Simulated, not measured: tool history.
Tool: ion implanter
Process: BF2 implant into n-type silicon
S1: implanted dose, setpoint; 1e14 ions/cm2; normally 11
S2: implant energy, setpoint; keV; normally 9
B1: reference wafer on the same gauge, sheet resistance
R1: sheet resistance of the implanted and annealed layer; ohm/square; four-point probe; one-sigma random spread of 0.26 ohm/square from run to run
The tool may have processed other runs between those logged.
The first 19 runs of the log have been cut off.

run 20 hour=1343.7 | S1=11 S2=9 | B1=162.11 | R1=168.1
run 21 hour=1386.6 | S1=9.05 S2=11.5 | B1=162.03 | R1=174.67
run 22 hour=1431.6 | S1=9.51 S2=11 | B1=162.05 | R1=172.34
run 23 hour=1494.3 | S1=11 S2=9 | B1=162.01 | R1=168.39
run 24 hour=1579.7 | S1=14.11 S2=9 | B1=161.97 | R1=156.1
run 25 hour=1642.5 | S1=8.55 S2=12 | B1=162.02 | R1=177.97
-- hour=1742.5 Faraday cup replaced and dose calibrated
run 26 hour=1745.9 | S1=8.47 S2=11.5 | B1=162.01 | R1=183.98
run 27 hour=1797.9 | S1=12.68 S2=9 | B1=161.96 | R1=161.35
run 28 hour=1898.9 | S1=9.91 S2=10 | B1=161.88 | R1=174.49
run 29 hour=1951.6 | S1=14.29 S2=9 | B1=162.03 | R1=155.85
-- hour=2026.2 gauge calibrated
run 30 hour=2055 | S1=14.11 S2=9 | B1=161.96 | R1=156.45
run 31 hour=2184.9 | S1=11 S2=9 | B1=161.99 | R1=169.19
run 32 hour=2239.9 | S1=8.11 S2=11.5 | B1=161.99 | R1=186.54
run 33 hour=2338.5 | S1=14.1 S2=10 | B1=161.84 | R1=152.48
run 34 hour=2427.7 | S1=14.29 S2=7.5 | B1=161.97 | R1=161.54
run 35 hour=2501.8 | S1=9.56 S2=9 | B1=161.95 | R1=179.91
run 36 hour=2599.5 | S1=8.66 S2=7.5 | B1=161.88 | R1=199.44
run 37 hour=2647.2 | S1=7.89 S2=8 | B1=161.98 | R1=207.67
run 38 hour=2694.7 | S1=14.21 S2=10 | B1=161.91 | R1=152.3

Forecast each of these 3 alternatives for the next run:
run A hour=2695.1 | S1=11 S2=11.5 | B1=? | R1=?
run B hour=2695.1 | S1=8.62 S2=6 | B1=? | R1=?
run C hour=2695.1 | S1=11 S2=7.5 | B1=? | R1=?

run=A B1=162.06 R1=159.21
run=B B1=162.06 R1=211.46
run=C B1=162.06 R1=175.04
With the hidden condition removed and each run's random variation left untouched, the same runs would have given:
run=A R1=162.17
run=B R1=217.11
run=C R1=178.47
